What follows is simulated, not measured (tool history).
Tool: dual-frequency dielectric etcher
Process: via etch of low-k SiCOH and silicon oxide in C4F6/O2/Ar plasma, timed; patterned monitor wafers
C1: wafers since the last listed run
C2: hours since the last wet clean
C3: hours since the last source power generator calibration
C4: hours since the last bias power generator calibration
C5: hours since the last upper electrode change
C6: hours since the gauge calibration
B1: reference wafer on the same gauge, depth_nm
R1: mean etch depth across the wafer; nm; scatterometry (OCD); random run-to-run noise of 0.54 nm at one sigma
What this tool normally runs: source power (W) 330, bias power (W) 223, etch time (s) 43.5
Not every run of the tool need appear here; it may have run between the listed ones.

run 1 hour=0.0 | source_power_(W)=330 bias_power_(W)=223 etch_time_(s)=43.5 | C1=0 C2=207.6 C3=1894.4 C4=3549.3 C5=2195.5 C6=1287.2 | B1=139.0 | R1=119.3
run 2 hour=66.7 | source_power_(W)=330 bias_power_(W)=223 etch_time_(s)=43.5 | C1=734 C2=274.3 C3=1961.1 C4=3616.0 C5=2262.2 C6=1353.9 | B1=139.3 | R1=118.4
run 3 hour=118.4 | source_power_(W)=370 bias_power_(W)=223 etch_time_(s)=38.0 | C1=569 C2=326.0 C3=2012.8 C4=3667.7 C5=2313.9 C6=1405.6 | B1=139.0 | R1=109.6
run 4 hour=190.0 | source_power_(W)=370 bias_power_(W)=223 etch_time_(s)=38.0 | C1=788 C2=397.6 C3=2084.4 C4=3739.3 C5=2385.5 C6=1477.2 | B1=138.9 | R1=109.6
run 5 hour=247.3 | source_power_(W)=370 bias_power_(W)=223 etch_time_(s)=38.0 | C1=631 C2=454.9 C3=2141.7 C4=3796.6 C5=2442.8 C6=1534.5 | B1=139.0 | R1=109.1
-- hour=303.1 wet clean of the chamber
run 6 hour=311.3 | source_power_(W)=330 bias_power_(W)=263 etch_time_(s)=43.5 | C1=440 C2=8.2 C3=2205.7 C4=3860.6 C5=2506.8 C6=1598.5 | B1=138.6 | R1=123.5
run 7 hour=382.9 | source_power_(W)=330 bias_power_(W)=223 etch_time_(s)=37.5 | C1=788 C2=79.8 C3=2277.3 C4=3932.2 C5=2578.4 C6=1670.1 | B1=138.9 | R1=102.5
-- hour=419.7 source power generator calibrated
run 8 hour=420.2 | source_power_(W)=360 bias_power_(W)=198 etch_time_(s)=43.5 | C1=366 C2=117.1 C3=0.5 C4=3969.5 C5=2615.7 C6=1707.4 | B1=139.1 | R1=121.5
-- hour=458.4 upper electrode replaced
run 9 hour=567.4 | source_power_(W)=330 bias_power_(W)=223 etch_time_(s)=43.5 | C1=1356 C2=264.3 C3=147.7 C4=4116.7 C5=109.0 C6=1854.6 | B1=139.1 | R1=118.6
run 10 hour=596.7 | source_power_(W)=330 bias_power_(W)=223 etch_time_(s)=43.5 | C1=322 C2=293.6 C3=177.0 C4=4146.0 C5=138.3 C6=1883.9 | B1=138.7 | R1=118.3
-- hour=635.6 gauge calibrated
run 11 hour=660.2 | source_power_(W)=290 bias_power_(W)=275 etch_time_(s)=49.5 | C1=699 C2=357.1 C3=240.5 C4=4209.5 C5=201.8 C6=24.6 | B1=139.0 | R1=130.4
run 12 hour=700.3 | source_power_(W)=390 bias_power_(W)=186 etch_time_(s)=43.5 | C1=441 C2=397.2 C3=280.6 C4=4249.6 C5=241.9 C6=64.7 | B1=139.1 | R1=124.4
-- hour=759.0 bias power generator calibrated
run 13 hour=761.4 | source_power_(W)=330 bias_power_(W)=223 etch_time_(s)=43.5 | C1=628 C2=458.3 C3=341.7 C4=2.4 C5=303.0 C6=125.8 | B1=139.0 | R1=118.1
run 14 hour=789.3 | source_power_(W)=330 bias_power_(W)=242 etch_time_(s)=43.5 | C1=307 C2=486.2 C3=369.6 C4=30.3 C5=330.9 C6=153.7 | B1=139.1 | R1=119.5
run 15 hour=841.2 | source_power_(W)=290 bias_power_(W)=223 etch_time_(s)=43.5 | C1=571 C2=538.1 C3=421.5 C4=82.2 C5=382.8 C6=205.6 | B1=139.1 | R1=107.9
-- hour=881.5 wet clean of the chamber
run 16 hour=906.0 | source_power_(W)=330 bias_power_(W)=223 etch_time_(s)=33.0 | C1=449 C2=24.5 C3=486.3 C4=147.0 C5=447.6 C6=270.4 | B1=139.1 | R1=90.4
run 17 hour=967.9 | source_power_(W)=330 bias_power_(W)=223 etch_time_(s)=43.5 | C1=681 C2=86.4 C3=548.2 C4=208.9 C5=509.5 C6=332.3 | B1=139.2 | R1=118.8
run 18 hour=995.0 | source_power_(W)=330 bias_power_(W)=191 etch_time_(s)=35.0 | C1=298 C2=113.5 C3=575.3 C4=236.0 C5=536.6 C6=359.4 | B1=139.0 | R1=92.0
run 19 hour=1057.5 | source_power_(W)=360 bias_power_(W)=198 etch_time_(s)=43.5 | C1=688 C2=176.0 C3=637.8 C4=298.5 C5=599.1 C6=421.9 | B1=139.1 | R1=121.2
run 20 hour=1109.6 | source_power_(W)=330 bias_power_(W)=223 etch_time_(s)=37.0 | C1=573 C2=228.1 C3=689.9 C4=350.6 C5=651.2 C6=474.0 | B1=138.9 | R1=100.6
run 21 hour=1158.2 | source_power_(W)=330 bias_power_(W)=223 etch_time_(s)=43.5 | C1=535 C2=276.7 C3=738.5 C4=399.2 C5=699.8 C6=522.6 | B1=138.8 | R1=118.1
run 22 hour=1226.3 | source_power_(W)=370 bias_power_(W)=252 etch_time_(s)=49.5 | C1=749 C2=344.8 C3=806.6 C4=467.3 C5=767.9 C6=590.7 | B1=139.0 | R1=146.1
run 23 hour=1279.7 | source_power_(W)=330 bias_power_(W)=223 etch_time_(s)=43.5 | C1=588 C2=398.2 C3=860.0 C4=520.7 C5=821.3 C6=644.1 | B1=139.2 | R1=117.7
run 24 hour=1305.1 | source_power_(W)=390 bias_power_(W)=181 etch_time_(s)=55.0 | C1=279 C2=423.6 C3=885.4 C4=546.1 C5=846.7 C6=669.5 | B1=138.9 | R1=154.6
-- hour=1414.3 wet clean of the chamber
run 25 hour=1414.8 | source_power_(W)=310 bias_power_(W)=180 etch_time_(s)=35.5 | C1=943 C2=0.5 C3=995.1 C4=655.8 C5=956.4 C6=779.2 | B1=138.8 | R1=90.3
run 26 hour=1472.3 | source_power_(W)=410 bias_power_(W)=246 etch_time_(s)=32.0 | C1=633 C2=58.0 C3=1052.6 C4=713.3 C5=1013.9 C6=836.7 | B1=138.8 | R1=102.0
run 27 hour=1543.0 | source_power_(W)=330 bias_power_(W)=223 etch_time_(s)=43.5 | C1=778 C2=128.7 C3=1123.3 C4=784.0 C5=1084.6 C6=907.4 | B1=139.2 | R1=119.6
run 28 hour=1575.0 | source_power_(W)=330 bias_power_(W)=262 etch_time_(s)=43.5 | C1=352 C2=160.7 C3=1155.3 C4=816.0 C5=1116.6 C6=939.4 | B1=139.2 | R1=123.0
run 29 hour=1606.4 | source_power_(W)=330 bias_power_(W)=223 etch_time_(s)=32.5 | C1=345 C2=192.1 C3=1186.7 C4=847.4 C5=1148.0 C6=970.8 | B1=139.0 | R1=88.4
run 30 hour=1632.8 | source_power_(W)=330 bias_power_(W)=223 etch_time_(s)=43.5 | C1=290 C2=218.5 C3=1213.1 C4=873.8 C5=1174.4 C6=997.2 | B1=139.0 | R1=118.3

The same runs without the tool's hidden state, with the same run-to-run variation:
The tool's hidden condition here consists of: etch rate over this chamber's usual, %; source power that arrives over what is set, %; bias power that arrives over what is set, %; gauge reads high (%).
run=1 R1=120.1
run=2 R1=119.6
run=3 R1=110.9
run=4 R1=111.2
run=5 R1=111.1
run=6 R1=123.1
run=7 R1=102.4
run=8 R1=121.6
run=9 R1=119.4
run=10 R1=119.3
run=11 R1=131.8
run=12 R1=126.0
run=13 R1=119.9
run=14 R1=121.4
run=15 R1=110.0
run=16 R1=90.6
run=17 R1=119.4
run=18 R1=92.6
run=19 R1=122.3
run=20 R1=101.8
run=21 R1=119.7
run=22 R1=148.5
run=23 R1=119.9
run=24 R1=157.7
run=25 R1=90.1
run=26 R1=102.0
run=27 R1=119.9
run=28 R1=123.5
run=29 R1=88.9
run=30 R1=119.1

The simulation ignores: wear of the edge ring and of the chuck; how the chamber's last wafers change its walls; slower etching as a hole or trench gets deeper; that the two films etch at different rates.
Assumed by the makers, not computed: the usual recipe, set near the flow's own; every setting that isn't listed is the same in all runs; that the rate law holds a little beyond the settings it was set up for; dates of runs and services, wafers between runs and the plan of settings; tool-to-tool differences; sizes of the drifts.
